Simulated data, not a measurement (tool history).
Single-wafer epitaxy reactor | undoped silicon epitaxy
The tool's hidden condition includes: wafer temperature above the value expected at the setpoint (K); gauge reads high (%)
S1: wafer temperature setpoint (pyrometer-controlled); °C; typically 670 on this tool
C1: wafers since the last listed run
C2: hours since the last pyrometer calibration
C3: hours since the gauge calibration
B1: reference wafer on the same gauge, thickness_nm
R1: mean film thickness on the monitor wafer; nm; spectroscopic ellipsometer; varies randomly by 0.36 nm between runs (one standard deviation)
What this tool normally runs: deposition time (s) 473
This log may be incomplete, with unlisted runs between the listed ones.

{"run": 1, "hour": 0.0, "S1": 674, "deposition time (s)": 423, "C1": 0, "C2": 373.6, "C3": 396.8, "B1": 131.073, "R1": 119.634}
{"run": 2, "hour": 32.9, "S1": 670, "deposition time (s)": 473, "C1": 179, "C2": 406.5, "C3": 429.7, "B1": 130.95, "R1": 122.56}
{"run": 3, "hour": 64.1, "S1": 679, "deposition time (s)": 473, "C1": 169, "C2": 437.7, "C3": 460.9, "B1": 131.004, "R1": 148.528}
{"run": 4, "hour": 88.4, "S1": 679, "deposition time (s)": 473, "C1": 132, "C2": 462.0, "C3": 485.2, "B1": 131.061, "R1": 148.816}
{"run": 5, "hour": 103.3, "S1": 679, "deposition time (s)": 473, "C1": 81, "C2": 476.9, "C3": 500.1, "B1": 130.962, "R1": 148.101}
{"run": 6, "hour": 136.5, "S1": 670, "deposition time (s)": 473, "C1": 180, "C2": 510.1, "C3": 533.3, "B1": 131.067, "R1": 121.962}
{"run": 7, "hour": 167.4, "S1": 670, "deposition time (s)": 473, "C1": 168, "C2": 541.0, "C3": 564.2, "B1": 130.899, "R1": 121.999}
{"run": 8, "hour": 189.2, "S1": 670, "deposition time (s)": 473, "C1": 118, "C2": 562.8, "C3": 586.0, "B1": 130.987, "R1": 121.72}
{"run": 9, "hour": 208.5, "S1": 670, "deposition time (s)": 398, "C1": 105, "C2": 582.1, "C3": 605.3, "B1": 130.981, "R1": 102.255}
{"run": 10, "hour": 239.7, "S1": 670, "deposition time (s)": 398, "C1": 169, "C2": 613.3, "C3": 636.5, "B1": 130.902, "R1": 102.005}
{"run": 11, "hour": 258.1, "S1": 670, "deposition time (s)": 398, "C1": 100, "C2": 631.7, "C3": 654.9, "B1": 131.011, "R1": 101.581}
{"run": 12, "hour": 285.0, "S1": 670, "deposition time (s)": 473, "C1": 146, "C2": 658.6, "C3": 681.8, "B1": 131.02, "R1": 120.752}
{"run": 13, "hour": 308.8, "S1": 670, "deposition time (s)": 473, "C1": 129, "C2": 682.4, "C3": 705.6, "B1": 130.927, "R1": 120.792}
{"run": 14, "hour": 335.6, "S1": 666, "deposition time (s)": 473, "C1": 145, "C2": 709.2, "C3": 732.4, "B1": 130.93, "R1": 110.572}
{"run": 15, "hour": 349.1, "S1": 666, "deposition time (s)": 473, "C1": 73, "C2": 722.7, "C3": 745.9, "B1": 131.004, "R1": 110.263}
{"run": 16, "hour": 366.7, "S1": 670, "deposition time (s)": 473, "C1": 95, "C2": 740.3, "C3": 763.5, "B1": 131.001, "R1": 120.758}
{"run": 17, "hour": 401.0, "S1": 670, "deposition time (s)": 473, "C1": 186, "C2": 774.6, "C3": 797.8, "B1": 131.027, "R1": 120.369}
{"run": 18, "hour": 434.4, "S1": 670, "deposition time (s)": 473, "C1": 181, "C2": 808.0, "C3": 831.2, "B1": 131.016, "R1": 119.918}
{"run": 19, "hour": 463.9, "S1": 670, "deposition time (s)": 473, "C1": 160, "C2": 837.5, "C3": 860.7, "B1": 130.948, "R1": 120.339}
{"run": 20, "hour": 482.7, "S1": 659, "deposition time (s)": 473, "C1": 102, "C2": 856.3, "C3": 879.5, "B1": 130.964, "R1": 93.188}
{"run": 21, "hour": 524.2, "S1": 659, "deposition time (s)": 473, "C1": 225, "C2": 897.8, "C3": 921.0, "B1": 130.951, "R1": 93.545}
{"hour": 587.9, "done": "gauge calibrated"}
{"run": 22, "hour": 612.7, "S1": 684, "deposition time (s)": 445, "C1": 481, "C2": 986.3, "C3": 24.8, "B1": 130.948, "R1": 152.788}
{"run": 23, "hour": 638.0, "S1": 666, "deposition time (s)": 511, "C1": 137, "C2": 1011.6, "C3": 50.1, "B1": 131.04, "R1": 117.667}
{"run": 24, "hour": 660.0, "S1": 681, "deposition time (s)": 528, "C1": 119, "C2": 1033.6, "C3": 72.1, "B1": 131.037, "R1": 170.615}
{"run": 25, "hour": 681.5, "S1": 655, "deposition time (s)": 473, "C1": 116, "C2": 1055.1, "C3": 93.6, "B1": 131.053, "R1": 84.976}
{"run": 26, "hour": 698.7, "S1": 670, "deposition time (s)": 473, "C1": 93, "C2": 1072.3, "C3": 110.8, "B1": 131.025, "R1": 119.108}
{"run": 27, "hour": 728.7, "S1": 670, "deposition time (s)": 473, "C1": 163, "C2": 1102.3, "C3": 140.8, "B1": 130.981, "R1": 119.321}
{"run": 28, "hour": 756.9, "S1": 684, "deposition time (s)": 544, "C1": 153, "C2": 1130.5, "C3": 169.0, "B1": 131.098, "R1": 185.876}
{"hour": 788.9, "done": "pyrometer calibrated"}
{"run": 29, "hour": 789.4, "S1": 670, "deposition time (s)": 473, "C1": 133, "C2": 0.5, "C3": 201.5, "B1": 131.026, "R1": 123.936}
{"run": 30, "hour": 802.3, "S1": 664, "deposition time (s)": 417, "C1": 70, "C2": 13.4, "C3": 214.4, "B1": 130.973, "R1": 95.922}
{"run": 31, "hour": 824.8, "S1": 660, "deposition time (s)": 410, "C1": 122, "C2": 35.9, "C3": 236.9, "B1": 130.975, "R1": 86.596}
{"run": 32, "hour": 855.5, "S1": 659, "deposition time (s)": 502, "C1": 167, "C2": 66.6, "C3": 267.6, "B1": 131.003, "R1": 102.828}
{"run": 33, "hour": 889.9, "S1": 660, "deposition time (s)": 530, "C1": 187, "C2": 101.0, "C3": 302.0, "B1": 131.053, "R1": 111.538}
{"run": 34, "hour": 917.9, "S1": 670, "deposition time (s)": 387, "C1": 152, "C2": 129.0, "C3": 330.0, "B1": 130.997, "R1": 101.721}
{"run": 35, "hour": 946.4, "S1": 670, "deposition time (s)": 439, "C1": 155, "C2": 157.5, "C3": 358.5, "B1": 130.932, "R1": 115.281}
{"run": 36, "hour": 969.9, "S1": 663, "deposition time (s)": 565, "C1": 127, "C2": 181.0, "C3": 382.0, "B1": 130.942, "R1": 126.785}
{"run": 37, "hour": 997.2, "S1": 670, "deposition time (s)": 445, "C1": 148, "C2": 208.3, "C3": 409.3, "B1": 130.986, "R1": 116.266}
{"run": 38, "hour": 1013.0, "S1": 682, "deposition time (s)": 473, "C1": 85, "C2": 224.1, "C3": 425.1, "B1": 130.916, "R1": 159.944}
{"run": 39, "hour": 1046.2, "S1": 685, "deposition time (s)": 473, "C1": 180, "C2": 257.3, "C3": 458.3, "B1": 130.958, "R1": 171.22}
{"run": 40, "hour": 1096.7, "S1": 670, "deposition time (s)": 473, "C1": 274, "C2": 307.8, "C3": 508.8, "B1": 131.025, "R1": 123.388}
{"run": 41, "hour": 1120.9, "S1": 670, "deposition time (s)": 473, "C1": 131, "C2": 332.0, "C3": 533.0, "B1": 130.916, "R1": 123.157}
{"run": 42, "hour": 1146.2, "S1": 660, "deposition time (s)": 473, "C1": 137, "C2": 357.3, "C3": 558.3, "B1": 130.989, "R1": 98.309}
{"run": 43, "hour": 1179.7, "S1": 660, "deposition time (s)": 418, "C1": 182, "C2": 390.8, "C3": 591.8, "B1": 131.029, "R1": 86.918}
{"run": 44, "hour": 1215.5, "S1": 659, "deposition time (s)": 541, "C1": 194, "C2": 426.6, "C3": 627.6, "B1": 131.063, "R1": 109.456}
{"run": 45, "hour": 1249.2, "S1": 674, "deposition time (s)": 389, "C1": 183, "C2": 460.3, "C3": 661.3, "B1": 131.004, "R1": 110.445}
{"run": 46, "hour": 1269.9, "S1": 680, "deposition time (s)": 562, "C1": 112, "C2": 481.0, "C3": 682.0, "B1": 130.974, "R1": 180.77}

Forecast each of these 4 alternatives for the next run:
{"run": "A", "hour": 1270.4, "S1": 670, "deposition time (s)": 473, "C1": 2, "C2": 481.5, "C3": 682.5, "B1": "?", "R1": "?"}
{"run": "B", "hour": 1270.4, "S1": 680, "deposition time (s)": 473, "C1": 2, "C2": 481.5, "C3": 682.5, "B1": "?", "R1": "?"}
{"run": "C", "hour": 1270.4, "S1": 663, "deposition time (s)": 537, "C1": 2, "C2": 481.5, "C3": 682.5, "B1": "?", "R1": "?"}
{"run": "D", "hour": 1270.4, "S1": 675, "deposition time (s)": 547, "C1": 2, "C2": 481.5, "C3": 682.5, "B1": "?", "R1": "?"}

run=A B1=130.975 R1=122.653
run=B B1=130.975 R1=152.638
run=C B1=130.975 R1=119.132
run=D B1=130.975 R1=158.330
With the hidden condition removed and each run's random variation left untouched, the same runs would have given:
run=A R1=124.647
run=B R1=155.063
run=C R1=121.098
run=D R1=160.874
